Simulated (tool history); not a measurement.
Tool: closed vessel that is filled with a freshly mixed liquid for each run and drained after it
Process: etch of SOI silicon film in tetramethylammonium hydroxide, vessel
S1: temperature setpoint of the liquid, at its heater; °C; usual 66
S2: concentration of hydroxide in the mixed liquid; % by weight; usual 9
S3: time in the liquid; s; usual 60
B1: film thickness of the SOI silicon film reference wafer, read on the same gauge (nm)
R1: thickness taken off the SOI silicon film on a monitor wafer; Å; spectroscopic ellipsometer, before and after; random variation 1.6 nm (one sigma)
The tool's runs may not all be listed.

| run | hour | S1 | S2 | S3 | B1 | R1 |
|---|---|---|---|---|---|---|
| 1 | 0 | 66 | 9 | 60 | 40 | 3883.9 |
| 2 | 17.8 | 66 | 9 | 60 | 40 | 3930.1 |
| 3 | 38 | 66 | 9 | 60 | 39.97 | 3933.9 |
| 4 | 71.1 | 66 | 9 | 60 | 40 | 3935.7 |
| 5 | 103.8 | 66 | 9 | 60 | 40 | 3935.2 |
| 6 | 122.8 | 66 | 9 | 60 | 40.05 | 3946.3 |
|  | 136.7 | hydroxide flow meter replaced |
| 7 | 144.9 | 66 | 9 | 60 | 40.02 | 3979.6 |
| 8 | 168.9 | 66 | 9 | 60 | 39.95 | 3937.7 |
|  | 180.3 | gauge calibrated |
| 9 | 200.2 | 72 | 8 | 40 | 40.01 | 3890.4 |
| 10 | 230.1 | 62.5 | 9 | 60 | 40 | 3250.8 |
| 11 | 244.7 | 63 | 9 | 60 | 40 | 3371 |
| 12 | 261.2 | 62.5 | 9 | 40 | 39.99 | 2159.9 |
| 13 | 279.7 | 58.5 | 9 | 60 | 40 | 2543.9 |
| 14 | 293.3 | 58.5 | 10.5 | 50 | 39.98 | 2007.3 |
|  | 305 | thermometer replaced |
| 15 | 323.7 | 72 | 7 | 90 | 40.02 | 8218.9 |
| 16 | 387.5 | 66 | 9 | 60 | 39.96 | 3595.5 |

5 ways to go on from here, each from the tool as it stands after run 16. What would each give?
| A | 388.2 | 66 | 9 | 60 | ? | ? |
| B | 388.2 | 66 | 10.5 | 40 | ? | ? |
| C | 388.2 | 61 | 8 | 35 | ? | ? |
| D | 388.2 | 73.5 | 8 | 40 | ? | ? |
| E | 388.2 | 71 | 9 | 80 | ? | ? |

| run | B1 | R1 |
|---|---|---|
| A | 40.01 | 3571.5 |
| B | 40.01 | 2248.5 |
| C | 40.01 | 1598.6 |
| D | 40.01 | 3847.8 |
| E | 40.01 | 6400.5 |
Without the tool's hidden state the same runs would have given:
| run | R1 |
|---|---|
| A | 3518.3 |
| B | 2215 |
| C | 1574 |
| D | 3792.9 |
| E | 6307.8 |
